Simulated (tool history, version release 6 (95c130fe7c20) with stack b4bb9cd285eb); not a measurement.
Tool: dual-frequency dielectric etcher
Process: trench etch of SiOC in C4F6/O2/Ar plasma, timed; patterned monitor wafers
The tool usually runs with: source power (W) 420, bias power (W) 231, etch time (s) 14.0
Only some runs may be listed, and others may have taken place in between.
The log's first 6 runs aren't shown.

run	hour	source power (W)	bias power (W)	etch time (s)	wafers since the last listed run	hours since the last wet clean	hours since the last source power generator calibration	hours since the last bias power generator calibration	hours since the last upper electrode change	hours since the gauge calibration	read-back reference wafer on the same gauge, depth_nm	mean etch depth across the wafer (nm)
7	308.4	420	231	14.0	874	466.0	1599.0	2789.5	5578.8	1124.1	29.29	34.00
8	353.0	420	231	14.0	812	510.6	1643.6	2834.1	5623.4	1168.7	29.28	34.20
# hour 387.1: wet clean of the chamber
9	390.2	460	231	14.0	240	3.1	1680.8	2871.3	5660.6	1205.9	29.31	34.22
10	451.7	460	231	14.0	1120	64.6	1742.3	2932.8	5722.1	1267.4	29.31	34.49
11	523.3	460	231	14.0	1304	136.2	1813.9	3004.4	5793.7	1339.0	29.28	34.57
12	576.7	420	231	14.0	972	189.6	1867.3	3057.8	5847.1	1392.4	29.31	33.84
# hour 628.0: source power generator calibrated
13	660.5	420	231	14.0	1453	273.4	32.5	3141.6	5930.9	1476.2	29.28	33.95
# hour 676.3: bias power generator calibrated
# hour 730.7: gauge calibrated
14	794.8	420	231	14.0	2373	407.7	166.8	118.5	6065.2	64.1	29.30	34.35
# hour 861.4: upper electrode replaced, of another model than before
15	964.8	420	190	13.0	2659	577.7	336.8	288.5	103.4	234.1	29.30	29.64
# hour 1034.9: wet clean of the chamber
16	1035.4	420	231	14.0	848	0.5	407.4	359.1	174.0	304.7	29.30	33.45
17	1045.3	470	193	11.5	180	10.4	417.3	369.0	183.9	314.6	29.33	26.57
18	1110.9	520	188	12.5	1194	76.0	482.9	434.6	249.5	380.2	29.31	30.03
19	1137.3	420	231	12.0	480	102.4	509.3	461.0	275.9	406.6	29.35	28.70
20	1196.3	420	254	14.0	1074	161.4	568.3	520.0	334.9	465.6	29.31	34.83
21	1249.7	490	231	12.5	972	214.8	621.7	573.4	388.3	519.0	29.28	31.82
22	1312.9	470	205	16.5	1151	278.0	684.9	636.6	451.5	582.2	29.27	39.80
23	1364.8	470	262	17.5	945	329.9	736.8	688.5	503.4	634.1	29.35	46.21

Expected results for the next run?
24	1511.0	360	183	14.0	2663	476.1	883.0	834.7	649.6	780.3	?	?

read-back reference wafer on the same gauge, depth_nm: 29.28
mean etch depth across the wafer (nm): 29.54
With the hidden condition absent and the run-to-run variation left alone, this run would have shown mean etch depth across the wafer (nm) 28.92.

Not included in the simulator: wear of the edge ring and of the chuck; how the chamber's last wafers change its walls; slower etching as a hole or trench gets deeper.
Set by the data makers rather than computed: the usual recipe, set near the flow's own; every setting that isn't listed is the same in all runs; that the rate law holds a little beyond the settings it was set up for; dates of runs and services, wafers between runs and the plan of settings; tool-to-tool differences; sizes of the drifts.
